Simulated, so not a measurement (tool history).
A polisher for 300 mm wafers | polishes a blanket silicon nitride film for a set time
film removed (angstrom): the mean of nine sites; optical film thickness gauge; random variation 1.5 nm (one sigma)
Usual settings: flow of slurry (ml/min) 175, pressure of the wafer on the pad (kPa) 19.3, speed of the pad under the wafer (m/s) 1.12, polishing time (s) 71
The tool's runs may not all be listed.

run    day  flow of slurry (ml/min)  pressure of the wafer on the pad (kPa)  speed of the pad under the wafer (m/s)  polishing time (s)  wafers since the last listed run  wafers polished on this pad  hours since the slurry nozzle was cleaned  hours since the head pressure was calibrated  incoming thickness of the incoming film, nm  film removed (angstrom)
  1  0.000                      175                                    19.3                                    1.12                  63                                 0                          333                                      389.6                                        1423.1                                        891.9                     1070
  2  1.067                      175                                    19.3                                    1.12                  63                               250                          584                                      415.2                                        1448.7                                        882.8                     1026
  3  1.438                      175                                    19.3                                    1.12                  63                                87                          671                                      424.1                                        1457.6                                        888.7                     1039
  4  1.696                      190                                    19.3                                    1.12                  79                                60                          732                                      430.3                                        1463.8                                        892.3                     1307
  5  1.988                      190                                    19.3                                    1.12                  79                                68                          800                                      437.3                                        1470.8                                        876.6                     1293
     2.558  -- worn pad replaced by a new one
  6  2.579                      190                                    19.3                                    1.12                  79                                99                            5                                      451.5                                        1485.0                                        894.8                     1424
  7  2.696                      175                                    22.1                                    1.30                  71                                27                           32                                      454.3                                        1487.8                                        901.0                     1593
  8  3.279                      175                                    22.1                                    1.30                  71                               137                          169                                      468.3                                        1501.8                                        888.0                     1564
  9  3.862                      175                                    19.3                                    1.12                  71                               137                          306                                      482.3                                        1515.8                                        892.7                     1234
 10  4.246                      160                                    22.1                                    1.38                  71                                90                          396                                      491.5                                        1525.0                                        902.5                     1571
 11  4.504                      175                                    22.1                                    1.30                  71                                60                          457                                      497.7                                        1531.2                                        878.1                     1535
     4.729  -- head pressure recalibrated
 12  4.833                      175                                    22.1                                    1.30                  71                                57                          515                                      505.6                                           2.5                                        903.3                     1472
     5.354  -- slurry nozzle cleaned
 13  5.408                      135                                    16.5                                    1.12                  71                               125                          640                                        1.3                                          16.3                                        889.1                      965
     6.017  -- worn pad replaced by a new one
 14  6.088                      190                                    23.4                                    1.36                  71                               120                           16                                       17.6                                          32.6                                        892.9                     1756
 15  6.733                      175                                    19.3                                    1.12                  71                               151                          167                                       33.1                                          48.1                                        897.8                     1246
 16  8.062                      130                                    16.5                                    0.78                  71                               312                          480                                       65.0                                          80.0                                        873.3                      739
 17  8.617                      175                                    16.5                                    1.00                  84                               130                          610                                       78.3                                          93.3                                        889.0                     1088
 18  9.312                      135                                    19.3                                    1.12                  71                               163                          773                                       95.0                                         110.0                                        899.4                     1054
     9.667  -- worn pad replaced by a new one
 19  9.692                      175                                    22.8                                    1.12                  87                                49                            5                                      104.1                                         119.1                                        905.6                     1879

Forecast each of these 5 alternatives for the next run:
  A  9.708                      175                                    19.3                                    1.12                  86                                 3                            9                                      104.5                                         119.5                                        880.9                        ?
  B  9.708                      225                                    19.3                                    1.26                  61                                 3                            9                                      104.5                                         119.5                                        880.9                        ?
  C  9.708                      130                                    19.3                                    1.12                  71                                 3                            9                                      104.5                                         119.5                                        880.9                        ?
  D  9.708                      130                                    24.8                                    0.86                  82                                 3                            9                                      104.5                                         119.5                                        880.9                        ?
  E  9.708                      125                                    23.4                                    1.12                  92                                 3                            9                                      104.5                                         119.5                                        880.9                        ?

run  film removed (angstrom)
  A                     1502
  B                     1198
  C                     1170
  D                     1454
  E                     1824
Without the tool's hidden state the same runs would have given:
run  film removed (angstrom)
  A                     1520
  B                     1213
  C                     1184
  D                     1472
  E                     1846
